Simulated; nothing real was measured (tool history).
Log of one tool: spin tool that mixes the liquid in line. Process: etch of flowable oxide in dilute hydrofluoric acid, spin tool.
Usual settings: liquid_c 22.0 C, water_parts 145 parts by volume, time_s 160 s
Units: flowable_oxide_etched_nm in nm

run	day	liquid_c	water_parts	time_s	wafers since the last listed run	hours since the thermometer was replaced	hours since the hydrofluoric acid flow meter was replaced	hours since the gauge calibration	read-back film thickness of the flowable oxide reference wafer, read on the same gauge (nm)	flowable_oxide_etched_nm
1	0.000	20.0	145	160	0	226.6	49.8	1076.7	49.97	20.66
2	3.329	22.0	145	95	425	306.5	129.7	1156.6	50.01	13.54
3	7.583	22.0	145	95	544	408.6	231.8	1258.7	50.00	13.40
4	11.529	22.0	145	160	504	503.3	326.5	1353.4	49.99	22.50
5	13.879	22.0	145	160	300	559.7	382.9	1409.8	50.04	22.76
6	15.529	22.0	145	160	211	599.3	422.5	1449.4	49.98	22.80
7	19.442	22.0	145	160	500	693.2	516.4	1543.3	49.99	22.89
8	23.688	22.0	145	160	542	795.1	618.3	1645.2	50.01	22.52
# day 25.896: thermometer replaced
9	28.717	22.0	145	160	637	67.7	739.0	1765.9	50.02	22.67
10	30.442	22.0	145	135	220	109.1	780.4	1807.3	49.99	19.16
11	32.996	22.0	145	135	326	170.4	841.7	1868.6	49.97	19.08
12	34.608	22.0	145	135	206	209.1	880.4	1907.3	50.00	19.14
13	38.654	25.5	145	160	517	306.2	977.5	2004.4	50.02	25.78
# day 38.971: gauge calibrated
# day 41.900: hydrofluoric acid flow meter replaced
14	42.104	25.5	145	160	435	389.0	4.9	75.2	49.98	25.81
15	46.238	22.0	180	160	528	488.2	104.1	174.4	49.99	17.50
16	48.300	18.5	85	250	263	537.7	153.6	223.9	49.99	55.49
17	49.958	22.0	145	90	212	577.5	193.4	263.7	49.99	12.91
18	52.242	22.0	145	160	291	632.3	248.2	318.5	49.99	22.78
19	55.867	22.0	145	160	463	719.3	335.2	405.5	49.99	22.91
20	59.742	22.0	145	160	495	812.3	428.2	498.5	50.03	22.53
21	62.400	25.0	145	115	339	876.1	492.0	562.3	49.97	18.36
22	64.767	20.5	110	240	302	932.9	548.8	619.1	50.02	43.57
23	68.992	22.0	145	160	540	1034.3	650.2	720.5	50.03	22.60
# day 70.671: thermometer replaced
24	72.796	22.0	195	230	481	51.0	741.5	811.8	49.99	22.90
25	76.242	25.5	145	160	440	133.7	824.2	894.5	50.02	25.70
26	80.225	22.0	145	185	509	229.3	919.8	990.1	50.05	26.45
27	81.729	26.5	195	135	192	265.4	955.9	1026.2	49.99	15.85
28	84.650	17.5	215	160	373	335.5	1026.0	1096.3	49.99	12.02
29	86.783	22.0	95	160	272	386.7	1077.2	1147.5	50.01	36.66
30	89.112	17.5	145	160	297	442.6	1133.1	1203.4	49.95	18.68
31	92.308	22.0	145	160	408	519.3	1209.8	1280.1	50.00	22.51
32	96.733	26.0	190	105	565	625.5	1316.0	1386.3	49.97	12.51
# day 98.112: hydrofluoric acid flow meter replaced
33	98.400	22.0	145	160	207	665.5	6.9	1426.3	49.96	22.92
34	104.142	22.0	125	225	734	803.3	144.7	1564.1	50.02	37.84

What the log doesn't show, run by run:
liquid hotter than its thermometer reads (K): 0 in every run
hydrofluoric acid flow above the setpoint (%): 0 in every run
gauge reads high (%): 0 in every run
